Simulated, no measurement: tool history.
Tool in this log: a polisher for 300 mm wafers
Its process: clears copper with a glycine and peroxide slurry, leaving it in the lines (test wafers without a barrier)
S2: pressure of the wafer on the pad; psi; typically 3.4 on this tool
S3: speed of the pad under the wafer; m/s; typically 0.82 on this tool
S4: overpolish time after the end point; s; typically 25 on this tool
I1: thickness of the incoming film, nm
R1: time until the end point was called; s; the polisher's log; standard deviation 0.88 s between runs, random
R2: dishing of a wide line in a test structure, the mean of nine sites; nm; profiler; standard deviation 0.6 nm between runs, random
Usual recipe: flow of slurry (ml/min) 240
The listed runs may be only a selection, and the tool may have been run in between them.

Run 1, day 0: usual settings; I1 573.6. Result: R1 100.7 s, R2 57.2 nm.
At day 0.317: head pressure recalibrated.
Run 2, day 2.783: usual settings; I1 566.5. Result: R1 102.5 s, R2 58.7 nm.
Run 3, day 4.338: usual settings; I1 572.3. Result: R1 104.4 s, R2 58.5 nm.
Run 4, day 7.225: usual settings; I1 578.5. Result: R1 102.8 s, R2 57.5 nm.
At day 9.608: worn pad replaced by a new one.
Run 5, day 9.867: usual settings; I1 574.4. Result: R1 102.7 s, R2 58.5 nm.
Run 6, day 13.846: usual settings; I1 571.6. Result: R1 104.2 s, R2 58.3 nm.
Run 7, day 16.196: usual settings; I1 570.8. Result: R1 103.4 s, R2 57.3 nm.
Run 8, day 19.483: usual settings; I1 568.2. Result: R1 104.7 s, R2 57.1 nm.
At day 21.412: worn pad replaced by a new one.
Run 9, day 22.612: usual settings; I1 573.1. Result: R1 106.6 s, R2 57.8 nm.
Run 10, day 25.062: usual settings; I1 580.5. Result: R1 109.3 s, R2 57.6 nm.
Run 11, day 26.912: usual settings; I1 577.2. Result: R1 111 s, R2 56.6 nm.
Run 12, day 28.962: usual settings but S2 4.1 psi, S3 0.56 m/s, S4 39 s; I1 570.5. Result: R1 128.6 s, R2 65.9 nm.
At day 30.554: head pressure recalibrated.
At day 33.375: worn pad replaced by a new one.
Run 13, day 33.425: usual settings but S3 1.08 m/s; I1 572.5. Result: R1 92.1 s, R2 58 nm.
Run 14, day 36.412: usual settings but flow of slurry (ml/min) 190, S4 19 s; I1 573.3. Result: R1 133.4 s, R2 43.6 nm.
At day 36.617: slurry nozzle cleaned.
Run 15, day 38.417: usual settings; I1 569.8. Result: R1 100.2 s, R2 58.5 nm.
Run 16, day 41.583: usual settings; I1 564.2. Result: R1 100.5 s, R2 59.4 nm.
At day 42.996: worn pad replaced by a new one.
Run 17, day 43.188: usual settings but flow of slurry (ml/min) 285, S3 0.6 m/s; I1 569.8. Result: R1 128.1 s, R2 54.6 nm.
Run 18, day 47.033: usual settings but S2 4.5 psi, S3 0.92 m/s; I1 563.9. Result: R1 71.9 s, R2 64.6 nm.
Run 19, day 51.429: usual settings but flow of slurry (ml/min) 315, S2 3 psi, S4 18 s; I1 567.6. Result: R1 108.2 s, R2 48.6 nm.
Run 20, day 55.317: usual settings but flow of slurry (ml/min) 160, S2 2.4 psi, S3 1.1 m/s; I1 581.1. Result: R1 117.2 s, R2 53.6 nm.

Here are 5 independent what-if runs from the current tool condition. What would each one return?
Run A, day 55.338: usual settings; I1 576.6. Result: R1 ?, R2 ?.
Run B, day 55.338: usual settings but S2 3.9 psi; I1 576.6. Result: R1 ?, R2 ?.
Run C, day 55.338: usual settings but S2 3.9 psi, S3 1.06 m/s, S4 13 s; I1 576.6. Result: R1 ?, R2 ?.
Run D, day 55.338: usual settings but flow of slurry (ml/min) 305, S2 2.4 psi, S4 14 s; I1 576.6. Result: R1 ?, R2 ?.
Run E, day 55.338: usual settings but S3 0.72 m/s, S4 35 s; I1 576.6. Result: R1 ?, R2 ?.

run     R1    R2
  A  104.1  57.4
  B   92.9  59.9
  C   74.5  48.2
  D  133.5  35.7
  E  115.8  63.6
The same runs, with their run-to-run variation unchanged, on a tool lacking any hidden condition would have given:
run     R1    R2
  A  102.2  57.8
  B   91.2  60.3
  C   73.1  48.6
  D  131.6  36.1
  E  113.7    64
